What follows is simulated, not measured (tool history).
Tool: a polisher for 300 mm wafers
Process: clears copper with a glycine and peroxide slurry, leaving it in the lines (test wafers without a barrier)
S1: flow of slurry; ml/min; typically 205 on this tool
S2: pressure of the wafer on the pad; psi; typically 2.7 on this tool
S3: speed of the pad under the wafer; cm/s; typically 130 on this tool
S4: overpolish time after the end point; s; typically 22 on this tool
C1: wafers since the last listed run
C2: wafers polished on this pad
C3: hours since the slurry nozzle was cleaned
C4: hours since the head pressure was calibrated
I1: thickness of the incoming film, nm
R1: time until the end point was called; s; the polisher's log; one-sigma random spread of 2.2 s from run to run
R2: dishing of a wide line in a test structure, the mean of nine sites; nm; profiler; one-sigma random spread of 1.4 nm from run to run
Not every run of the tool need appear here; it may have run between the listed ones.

run,hour,S1,S2,S3,S4,C1,C2,C3,C4,I1,R1,R2
1,0,205,2.7,112,22,0,700,22.2,96.7,784.3,140.4,56.8
2,31,205,2.7,112,22,151,852,53.2,127.7,775,137.7,57.1
3,51.8,205,2.7,130,22,101,954,74,148.5,787.1,131.5,58.8
4,85.2,205,2.7,130,22,163,1117,107.4,181.9,784.4,135.7,60.1
5,110.9,205,3.1,130,22,125,1243,133.1,207.6,783.5,123.2,63
# hour 147.1: worn pad replaced by a new one
6,147.5,205,3.2,96,22,159,1,169.7,244.2,772.9,142.4,57.4
7,167.2,205,3.2,96,22,96,98,189.4,263.9,782.7,140.7,58.8
8,229.5,205,3,130,22,304,402,251.7,326.2,787.7,121.8,66.1
9,252.1,205,3,130,22,110,513,274.3,348.8,771.1,116.6,62.2
10,273.8,205,3,130,22,106,619,296,370.5,773.4,119.1,60.6
11,299,205,2.7,130,22,123,742,321.2,395.7,780,132.4,57
12,311.5,205,2.7,130,22,61,804,333.7,408.2,786,135.3,57.7
13,334.8,205,2.7,130,22,113,918,357,431.5,776.7,137,55.5
14,354.9,205,3,106,22,98,1016,377.1,451.6,786.2,152.6,54
15,373,185,2.3,150,13,88,1104,395.2,469.7,764.7,144.3,39.4
16,406.7,205,2.7,130,22,164,1269,428.9,503.4,789.7,149.7,56.5
# hour 426: worn pad replaced by a new one
17,441,250,3.1,104,26,148,73,463.2,537.7,786.5,140.9,67
18,476.5,205,2,116,16,173,246,498.7,573.2,774.3,185,37.7
# hour 481.6: head pressure recalibrated
19,511.9,140,3.1,130,22,163,410,534.1,30.3,780.4,109,61.5
20,526.5,255,2.7,88,22,71,481,548.7,44.9,779.5,162.6,52.3
21,544.3,205,3.3,112,16,87,568,566.5,62.7,780.6,118.4,52.8
22,574.7,160,3.2,116,14,148,717,596.9,93.1,775.5,118.9,47.9
# hour 579.2: slurry nozzle cleaned
23,592.7,205,2.7,130,22,83,800,13.5,111.1,785.3,129.7,59.9
24,627.4,270,3.2,90,28,169,970,48.2,145.8,785.5,152.7,65
25,662.1,205,2.7,130,22,169,1140,82.9,180.5,780.3,134.9,55.9
26,681.8,205,2.2,130,10,96,1236,102.6,200.2,794.5,166.5,29.2
27,704.9,270,2.7,130,22,113,1349,125.7,223.3,777.4,136.4,57.8
# hour 722.4: worn pad replaced by a new one
28,736.8,140,2.3,144,10,136,70,157.6,255.2,782.7,131.8,33.1
29,763.1,265,2.7,144,22,128,199,183.9,281.5,782.4,113,63.4
30,778,205,2.7,130,16,72,272,198.8,296.4,796.1,133,49.6
31,797.3,205,2.7,130,22,94,366,218.1,315.7,768.6,120.3,59.2
32,818.7,205,2.4,102,22,104,471,239.5,337.1,777.7,166.5,49.3
33,840.6,160,3.6,162,31,107,578,261.4,359,794.3,85.4,79.8
34,853.5,170,1.9,86,10,63,641,274.3,371.9,781.8,241.9,21.8

Consider 4 possible next runs. They are alternatives, not a sequence: every one starts from the tool as it was left by run 34. What does each give?
A,854,205,2.7,130,22,2,644,274.8,372.4,775.2,?,?
B,854,225,1.9,130,12,2,644,274.8,372.4,775.2,?,?
C,854,140,2.7,90,22,2,644,274.8,372.4,775.2,?,?
D,854,205,3.2,130,22,2,644,274.8,372.4,775.2,?,?

run,R1,R2
A,131.7,59.9
B,174.3,32.6
C,185.6,49.7
D,113.8,65.2
With no hidden state in the tool, these same runs would have given:
run,R1,R2
A,119.7,63.1
B,158.9,35.1
C,169.2,52.9
D,103.3,68.4
